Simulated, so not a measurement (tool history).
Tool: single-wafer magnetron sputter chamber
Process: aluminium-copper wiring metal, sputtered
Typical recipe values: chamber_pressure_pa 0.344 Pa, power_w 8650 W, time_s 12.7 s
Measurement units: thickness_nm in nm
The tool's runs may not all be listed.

run,hour,chamber_pressure_pa,power_w,time_s,"read-back reference wafer on the same gauge, thickness_nm",thickness_nm
1,0.0,0.344,8650,12.7,178.066,186.392
2,18.3,0.344,8650,12.7,177.837,186.717
3,51.9,0.344,8650,12.7,177.848,185.580
4,77.2,0.344,8650,12.7,177.973,186.153
5,101.3,0.344,8650,12.7,177.910,187.103
6,126.8,0.344,8650,12.7,178.039,186.738
7,160.0,0.344,8650,12.7,177.935,186.225
8,194.3,0.344,8650,12.7,177.906,186.141
# hour 212.0: sputter target and shields replaced
9,212.5,0.344,8650,12.7,178.035,186.535
10,234.2,0.344,8650,12.7,177.814,185.894
# hour 238.8: gauge calibrated
11,253.3,0.344,8650,12.7,177.705,186.492
12,274.3,0.421,7100,11.9,177.815,139.967
13,370.9,0.344,8650,12.7,178.024,186.549
14,386.4,0.344,8650,11.9,178.059,176.044
# hour 479.7: capacitance manometer re-zeroed and calibrated
# hour 489.6: sputter target and shields replaced
15,490.1,0.407,7100,13.8,177.800,158.286
16,514.3,0.259,8000,14.4,177.869,199.183
17,539.9,0.344,8650,12.7,178.217,182.462
# hour 589.2: magnet pack replaced
18,610.1,0.344,8650,12.7,177.897,183.997
19,694.8,0.408,9300,14.3,177.854,217.404
20,726.7,0.430,8650,14.2,177.997,198.539
21,741.0,0.344,8650,12.7,177.918,183.864
22,765.1,0.344,9250,11.0,177.944,171.925

Branching from run 22: 3 alternative next runs. What would each branch give?
A,765.5,0.380,8650,12.7,?,?
B,765.5,0.475,8650,13.6,?,?
C,765.5,0.446,9650,12.7,?,?

run,"read-back reference wafer on the same gauge, thickness_nm",thickness_nm
A,178.173,181.319
B,178.173,186.615
C,178.173,196.768
The same runs, with their run-to-run variation unchanged, on a tool lacking any hidden condition would have given:
run,thickness_nm
A,178.737
B,183.434
C,193.580

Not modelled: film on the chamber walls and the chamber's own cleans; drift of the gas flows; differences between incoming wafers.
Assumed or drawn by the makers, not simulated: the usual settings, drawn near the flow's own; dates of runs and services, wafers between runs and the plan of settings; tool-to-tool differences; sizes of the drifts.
